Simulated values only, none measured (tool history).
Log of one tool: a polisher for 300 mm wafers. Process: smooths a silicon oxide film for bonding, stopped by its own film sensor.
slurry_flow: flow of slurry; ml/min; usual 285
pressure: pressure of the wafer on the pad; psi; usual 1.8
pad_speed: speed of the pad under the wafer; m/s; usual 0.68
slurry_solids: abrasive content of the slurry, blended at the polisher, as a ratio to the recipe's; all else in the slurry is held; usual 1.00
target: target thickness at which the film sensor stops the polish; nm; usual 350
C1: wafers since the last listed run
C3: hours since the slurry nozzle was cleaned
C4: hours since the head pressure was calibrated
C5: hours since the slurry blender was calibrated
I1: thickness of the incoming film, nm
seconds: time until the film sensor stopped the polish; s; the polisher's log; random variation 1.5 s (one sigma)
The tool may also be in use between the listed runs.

run 1 day=0.000 | slurry_flow=285 pressure=1.8 pad_speed=0.68 slurry_solids=1.00 target=350 | C1=0 wafers_polished_on_this_pad=330 C3=474.8 C4=572.7 C5=145.4 | I1=387.5 | seconds=107.8
-- day=0.412 slurry blender recalibrated
run 2 day=0.504 | slurry_flow=285 pressure=1.8 pad_speed=0.68 slurry_solids=1.00 target=350 | C1=86 wafers_polished_on_this_pad=417 C3=486.9 C4=584.8 C5=2.2 | I1=392.9 | seconds=124.4
run 3 day=0.933 | slurry_flow=285 pressure=1.8 pad_speed=0.68 slurry_solids=1.00 target=350 | C1=88 wafers_polished_on_this_pad=506 C3=497.2 C4=595.1 C5=12.5 | I1=391.2 | seconds=120.8
run 4 day=1.300 | slurry_flow=285 pressure=1.8 pad_speed=0.68 slurry_solids=1.25 target=350 | C1=75 wafers_polished_on_this_pad=581 C3=506.0 C4=603.9 C5=21.3 | I1=387.1 | seconds=100.0
-- day=1.612 worn pad replaced by a new one
run 5 day=1.729 | slurry_flow=285 pressure=1.8 pad_speed=0.68 slurry_solids=1.25 target=350 | C1=54 wafers_polished_on_this_pad=24 C3=516.3 C4=614.2 C5=31.6 | I1=387.0 | seconds=90.6
run 6 day=2.154 | slurry_flow=285 pressure=1.7 pad_speed=0.54 slurry_solids=1.00 target=350 | C1=87 wafers_polished_on_this_pad=111 C3=526.5 C4=624.4 C5=41.8 | I1=385.9 | seconds=120.4
run 7 day=2.575 | slurry_flow=285 pressure=1.7 pad_speed=0.54 slurry_solids=1.00 target=350 | C1=86 wafers_polished_on_this_pad=198 C3=536.6 C4=634.5 C5=51.9 | I1=397.5 | seconds=163.0
run 8 day=2.858 | slurry_flow=310 pressure=1.8 pad_speed=0.68 slurry_solids=1.00 target=350 | C1=58 wafers_polished_on_this_pad=257 C3=543.4 C4=641.3 C5=58.7 | I1=388.5 | seconds=105.3
run 9 day=3.350 | slurry_flow=310 pressure=1.8 pad_speed=0.68 slurry_solids=1.00 target=350 | C1=101 wafers_polished_on_this_pad=358 C3=555.2 C4=653.1 C5=70.5 | I1=392.5 | seconds=120.1
-- day=3.762 head pressure recalibrated
run 10 day=3.954 | slurry_flow=285 pressure=1.8 pad_speed=0.68 slurry_solids=1.00 target=343 | C1=107 wafers_polished_on_this_pad=466 C3=569.7 C4=4.6 C5=85.0 | I1=385.2 | seconds=122.5
run 11 day=4.404 | slurry_flow=285 pressure=1.8 pad_speed=0.68 slurry_solids=1.00 target=350 | C1=92 wafers_polished_on_this_pad=559 C3=580.5 C4=15.4 C5=95.8 | I1=383.5 | seconds=98.2
-- day=4.725 worn pad replaced by a new one
run 12 day=4.746 | slurry_flow=285 pressure=1.8 pad_speed=0.68 slurry_solids=1.00 target=350 | C1=36 wafers_polished_on_this_pad=4 C3=588.7 C4=23.6 C5=104.0 | I1=389.5 | seconds=102.1
run 13 day=5.354 | slurry_flow=285 pressure=1.8 pad_speed=0.68 slurry_solids=1.20 target=350 | C1=125 wafers_polished_on_this_pad=129 C3=603.3 C4=38.2 C5=118.6 | I1=391.4 | seconds=103.8
run 14 day=5.971 | slurry_flow=285 pressure=1.8 pad_speed=0.68 slurry_solids=1.00 target=350 | C1=127 wafers_polished_on_this_pad=257 C3=618.1 C4=53.0 C5=133.4 | I1=397.0 | seconds=129.4
run 15 day=6.308 | slurry_flow=285 pressure=1.8 pad_speed=0.60 slurry_solids=1.00 target=350 | C1=69 wafers_polished_on_this_pad=326 C3=626.2 C4=61.1 C5=141.5 | I1=396.6 | seconds=143.5
-- day=6.675 slurry nozzle cleaned
-- day=6.675 slurry blender recalibrated
run 16 day=6.846 | slurry_flow=285 pressure=1.8 pad_speed=0.48 slurry_solids=1.00 target=356 | C1=93 wafers_polished_on_this_pad=420 C3=4.1 C4=74.0 C5=4.1 | I1=388.0 | seconds=123.7
run 17 day=7.262 | slurry_flow=190 pressure=1.2 pad_speed=0.68 slurry_solids=0.75 target=350 | C1=86 wafers_polished_on_this_pad=506 C3=14.1 C4=84.0 C5=14.1 | I1=391.1 | seconds=187.3
-- day=7.471 worn pad replaced by a new one
run 18 day=7.946 | slurry_flow=285 pressure=1.8 pad_speed=0.60 slurry_solids=1.00 target=336 | C1=106 wafers_polished_on_this_pad=98 C3=30.5 C4=100.4 C5=30.5 | I1=388.4 | seconds=151.8

The next listed run, before its measurement:
run 19 day=8.333 | slurry_flow=255 pressure=2.0 pad_speed=0.90 slurry_solids=0.75 target=350 | C1=80 wafers_polished_on_this_pad=178 C3=39.8 C4=109.7 C5=39.8 | I1=388.8 | seconds=?

Run 19 gave seconds 90.8 s.
Without the tool's hidden state the same run would have given seconds 87.6 s.

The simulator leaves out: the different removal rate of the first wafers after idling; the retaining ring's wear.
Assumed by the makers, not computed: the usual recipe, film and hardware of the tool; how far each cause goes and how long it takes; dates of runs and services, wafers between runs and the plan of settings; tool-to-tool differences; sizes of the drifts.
